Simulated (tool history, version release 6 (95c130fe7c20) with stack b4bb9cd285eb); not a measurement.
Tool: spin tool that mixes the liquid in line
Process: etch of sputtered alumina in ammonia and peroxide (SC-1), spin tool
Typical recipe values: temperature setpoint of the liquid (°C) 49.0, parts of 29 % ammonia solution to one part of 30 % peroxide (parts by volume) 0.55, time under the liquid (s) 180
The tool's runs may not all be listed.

run    day  temperature setpoint of the liquid (°C)  parts of 29 % ammonia solution to one part of 30 % peroxide (parts by volume)  time under the liquid (s)  read-back film thickness of the sputtered alumina reference wafer, read on the same gauge (nm)  thickness taken off the sputtered alumina on a monitor wafer (Å)
  1  0.000                                     47.0                                                                           0.75                        180                                                                                          129.99                                                              53.5
  2  0.608                                     47.0                                                                           0.75                        180                                                                                          129.99                                                              52.6
  3  1.542                                     49.0                                                                           0.55                        180                                                                                          130.00                                                              57.1
  4  2.246                                     52.0                                                                           0.55                        180                                                                                          130.01                                                              67.2
  5  2.792                                     49.0                                                                           0.55                        180                                                                                          129.99                                                              56.7
     2.854  -- thermometer replaced
  6  3.367                                     49.0                                                                           0.55                        180                                                                                          130.04                                                              61.7
     3.404  -- gauge calibrated
     3.729  -- ammonia flow meter replaced
  7  3.800                                     53.5                                                                           0.55                        180                                                                                          130.00                                                              78.6
  8  4.233                                     42.0                                                                           0.45                        240                                                                                          130.00                                                              53.7
     4.362  -- new drum of ammonia solution connected
  9  4.533                                     45.5                                                                           0.55                        180                                                                                          130.00                                                              49.8
     4.783  -- heated supply line repaired
 10  5.200                                     59.0                                                                           0.65                        210                                                                                          129.99                                                             152.1
 11  5.929                                     49.0                                                                           0.75                        140                                                                                          129.98                                                              58.6
 12  6.196                                     49.0                                                                           0.75                        140                                                                                          129.98                                                              59.0
 13  6.467                                     43.0                                                                           0.70                        250                                                                                          130.00                                                              73.8
 14  6.825                                     49.0                                                                           0.55                        180                                                                                          130.02                                                              73.0
 15  7.429                                     55.5                                                                           0.55                        180                                                                                          130.01                                                             103.3

Predict each of these 4 candidate next runs independently; none follows another, all start after run 15:
  A  7.450                                     49.0                                                                           0.65                        180                                                                                               ?                                                                 ?
  B  7.450                                     53.5                                                                           0.30                        180                                                                                               ?                                                                 ?
  C  7.450                                     58.0                                                                           0.35                        180                                                                                               ?                                                                 ?
  D  7.450                                     58.5                                                                           0.75                        180                                                                                               ?                                                                 ?

run  read-back film thickness of the sputtered alumina reference wafer, read on the same gauge (nm)  thickness taken off the sputtered alumina on a monitor wafer (Å)
  A                                                                                          130.01                                                              73.8
  B                                                                                          130.01                                                              87.8
  C                                                                                          130.01                                                             113.1
  D                                                                                          130.01                                                             124.8
Stripped of hidden state, with their random variation kept, the same runs would have yielded:
run  thickness taken off the sputtered alumina on a monitor wafer (Å)
  A                                                              77.2
  B                                                              91.7
  C                                                             118.0
  D                                                             130.2
